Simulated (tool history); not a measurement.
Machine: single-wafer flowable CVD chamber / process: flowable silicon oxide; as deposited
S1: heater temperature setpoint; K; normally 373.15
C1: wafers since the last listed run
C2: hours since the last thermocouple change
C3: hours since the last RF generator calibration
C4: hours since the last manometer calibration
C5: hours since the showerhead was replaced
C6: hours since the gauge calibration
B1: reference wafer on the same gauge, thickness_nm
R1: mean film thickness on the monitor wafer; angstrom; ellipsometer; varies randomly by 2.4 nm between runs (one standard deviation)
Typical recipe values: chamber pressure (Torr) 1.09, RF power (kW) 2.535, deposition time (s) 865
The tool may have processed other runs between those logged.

Run 1, day 0: usual settings; C1 0; C2 1282.6; C3 1775.1; C4 2780.3; C5 5113; C6 89.1; B1 947.772. Result: R1 7711.38 angstrom.
Run 2, day 0.425: usual settings; C1 17; C2 1292.8; C3 1785.3; C4 2790.5; C5 5123.2; C6 99.3; B1 946.923. Result: R1 7751.82 angstrom.
Run 3, day 1.108: usual settings but S1 380.15 K, deposition time (s) 800; C1 28; C2 1309.2; C3 1801.7; C4 2806.9; C5 5139.6; C6 115.7; B1 946.638. Result: R1 5475.5 angstrom.
Run 4, day 2.583: usual settings but RF power (kW) 2.77, deposition time (s) 996; C1 60; C2 1344.6; C3 1837.1; C4 2842.3; C5 5175; C6 151.1; B1 946.306. Result: R1 8954.79 angstrom.
At day 3.292: thermocouple changed; heater temperature recalibrated.
Run 5, day 3.312: usual settings; C1 16; C2 0.5; C3 1854.6; C4 2859.8; C5 5192.5; C6 168.6; B1 946.645. Result: R1 8444.62 angstrom.
At day 3.792: RF generator calibrated.
Run 6, day 3.812: usual settings; C1 6; C2 12.5; C3 0.5; C4 2871.8; C5 5204.5; C6 180.6; B1 946.192. Result: R1 8377.44 angstrom.
Run 7, day 4.379: usual settings; C1 23; C2 26.1; C3 14.1; C4 2885.4; C5 5218.1; C6 194.2; B1 946.718. Result: R1 8388.52 angstrom.
Run 8, day 4.8: usual settings but S1 368.15 K; C1 17; C2 36.2; C3 24.2; C4 2895.5; C5 5228.2; C6 204.3; B1 946.482. Result: R1 10104.48 angstrom.
At day 4.929: gauge calibrated.
At day 5.142: showerhead replaced.
Run 9, day 5.162: usual settings but S1 386.15 K; C1 1; C2 44.9; C3 32.9; C4 2904.2; C5 0.5; C6 5.6; B1 948.014. Result: R1 5166.57 angstrom.
Run 10, day 5.55: usual settings but chamber pressure (Torr) 1.01, RF power (kW) 2.03, deposition time (s) 1002; C1 15; C2 54.2; C3 42.2; C4 2913.5; C5 9.8; C6 14.9; B1 948.148. Result: R1 8764.1 angstrom.
At day 5.988: capacitance manometer re-zeroed and calibrated.
Run 11, day 6.008: usual settings but S1 359.15 K; C1 5; C2 65.2; C3 53.2; C4 0.5; C5 20.8; C6 25.9; B1 946.257. Result: R1 13862.02 angstrom.
Run 12, day 6.204: usual settings but S1 368.15 K; C1 8; C2 69.9; C3 57.9; C4 5.2; C5 25.5; C6 30.6; B1 947.09. Result: R1 10073.44 angstrom.
Run 13, day 6.617: usual settings but chamber pressure (Torr) 1.33, deposition time (s) 1013; C1 16; C2 79.8; C3 67.8; C4 15.1; C5 35.4; C6 40.5; B1 946.425. Result: R1 11879.46 angstrom.
Run 14, day 7.008: usual settings; C1 16; C2 89.2; C3 77.2; C4 24.5; C5 44.8; C6 49.9; B1 947.33. Result: R1 8304.44 angstrom.
Run 15, day 7.5: usual settings; C1 20; C2 101; C3 89; C4 36.3; C5 56.6; C6 61.7; B1 947.361. Result: R1 8276.52 angstrom.
Run 16, day 8.125: usual settings but S1 382.15 K, RF power (kW) 2.97; C1 25; C2 116; C3 104; C4 51.3; C5 71.6; C6 76.7; B1 945.222. Result: R1 5950.58 angstrom.
Run 17, day 8.704: usual settings but S1 366.15 K, chamber pressure (Torr) 0.94, RF power (kW) 2.69; C1 23; C2 129.9; C3 117.9; C4 65.2; C5 85.5; C6 90.6; B1 947.358. Result: R1 9212.43 angstrom.

Alternative continuations, all from the tool just after run 17; predict every row:
Run A, day 8.729: usual settings but deposition time (s) 961; C1 1; C2 130.5; C3 118.5; C4 65.8; C5 86.1; C6 91.2; B1 ?. Result: R1 ?.
Run B, day 8.729: usual settings but chamber pressure (Torr) 0.87, RF power (kW) 2.985; C1 1; C2 130.5; C3 118.5; C4 65.8; C5 86.1; C6 91.2; B1 ?. Result: R1 ?.
Run C, day 8.729: usual settings but S1 369.15 K; C1 1; C2 130.5; C3 118.5; C4 65.8; C5 86.1; C6 91.2; B1 ?. Result: R1 ?.
Run D, day 8.729: usual settings but S1 387.15 K, RF power (kW) 2.305; C1 1; C2 130.5; C3 118.5; C4 65.8; C5 86.1; C6 91.2; B1 ?. Result: R1 ?.
Run E, day 8.729: usual settings but S1 369.15 K, RF power (kW) 2.155, deposition time (s) 724; C1 1; C2 130.5; C3 118.5; C4 65.8; C5 86.1; C6 91.2; B1 ?. Result: R1 ?.

run       B1       R1
  A  948.082  9166.37
  B  948.082  6579.08
  C  948.082  9582.44
  D  948.082  4874.68
  E  948.082  7893.71
Without the tool's unlogged condition, the same runs would have read:
run       R1
  A  9352.25
  B   6712.5
  C   9770.2
  D  4963.22
  E  8048.39

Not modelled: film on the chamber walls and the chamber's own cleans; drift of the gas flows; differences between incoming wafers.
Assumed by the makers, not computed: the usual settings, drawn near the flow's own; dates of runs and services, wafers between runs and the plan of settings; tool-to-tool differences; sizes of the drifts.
